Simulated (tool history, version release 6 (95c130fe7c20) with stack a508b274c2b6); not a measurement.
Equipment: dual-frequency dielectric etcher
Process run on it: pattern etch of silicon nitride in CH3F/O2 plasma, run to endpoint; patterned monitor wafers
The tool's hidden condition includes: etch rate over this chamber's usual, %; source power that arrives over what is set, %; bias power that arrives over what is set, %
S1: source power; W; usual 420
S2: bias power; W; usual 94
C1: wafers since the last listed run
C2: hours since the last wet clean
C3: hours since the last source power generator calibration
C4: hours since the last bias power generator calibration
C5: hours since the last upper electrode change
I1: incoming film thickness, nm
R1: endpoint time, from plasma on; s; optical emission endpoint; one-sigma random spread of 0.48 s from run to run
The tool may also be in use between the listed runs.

run    hour   S1   S2   C1     C2      C3      C4      C5    I1    R1
  1     0.0  420   94    0  144.8  3488.8  2718.7  4647.7  60.7  58.8
  2    53.5  420   94  299  198.3  3542.3  2772.2  4701.2  61.4  59.5
  3   106.0  490   94  293  250.8  3594.8  2824.7  4753.7  60.6  55.5
  4   132.3  420   94  147  277.1  3621.1  2851.0  4780.0  61.2  59.2
  5   160.3  420   88  156  305.1  3649.1  2879.0  4808.0  60.9  59.7
  6   213.5  420   94  297  358.3  3702.3  2932.2  4861.2  61.0  58.3
  7   250.8  420   94  208  395.6  3739.6  2969.5  4898.5  60.4  57.7
  8   279.8  420   94  162  424.6  3768.6  2998.5  4927.5  61.5  57.8
  9   350.0  420   94  392  494.8  3838.8  3068.7  4997.7  60.8  57.2
      407.8  -- wet clean of the chamber
 10   408.3  420   94  191    0.5  3897.1  3127.0  5056.0  60.8  59.4
 11   454.5  420   79  258   46.7  3943.3  3173.2  5102.2  61.0  63.1
      475.9  -- source power generator calibrated
 12   486.0  420   79  153   78.2    10.1  3204.7  5133.7  61.0  63.5
 13   526.9  420   94  228  119.1    51.0  3245.6  5174.6  61.1  58.8
 14   574.9  420   94  268  167.1    99.0  3293.6  5222.6  61.0  59.6
      580.3  -- bias power generator calibrated
 15   606.6  460   77  154  198.8   130.7    26.3  5254.3  61.3  60.8
 16   659.7  420   94  297  251.9   183.8    79.4  5307.4  61.2  59.4
 17   721.3  450  108  344  313.5   245.4   141.0  5369.0  61.7  54.9
 18   838.3  420  113  654  430.5   362.4   258.0  5486.0  60.9  54.1
 19   867.1  420   94  161  459.3   391.2   286.8  5514.8  60.5  56.7
 20   913.0  420   94  256  505.2   437.1   332.7  5560.7  61.0  57.4
      952.1  -- wet clean of the chamber
 21   965.1  450  116  157   13.0   489.2   384.8  5612.8  60.4  53.8
     1013.2  -- upper electrode replaced, of another model than before
 22  1013.7  420   94  137   61.6   537.8   433.4     0.5  60.3  58.8
 23  1068.0  420  108  303  115.9   592.1   487.7    54.8  61.0  55.6
 24  1101.2  420   83  185  149.1   625.3   520.9    88.0  60.5  62.8
 25  1149.6  420   94  270  197.5   673.7   569.3   136.4  60.7  59.1
 26  1219.2  490   70  389  267.1   743.3   638.9   206.0  60.2  64.5
 27  1271.0  450  116  289  318.9   795.1   690.7   257.8  60.8  51.8
 28  1327.8  420  115  317  375.7   851.9   747.5   314.6  61.3  53.2
 29  1354.5  340  107  149  402.4   878.6   774.2   341.3  60.7  56.7

What if the next run were any one of these 3? Each begins from the tool's condition after run 29:
  A  1355.0  420  94   2  402.9  879.1  774.7  341.8  60.8   ?
  B  1355.0  420  82   2  402.9  879.1  774.7  341.8  60.8   ?
  C  1355.0  380  83   2  402.9  879.1  774.7  341.8  60.8   ?

run    R1
  A  57.4
  B  61.6
  C  62.8
Without the tool's hidden state the same runs would have given:
run    R1
  A  59.6
  B  63.9
  C  65.2
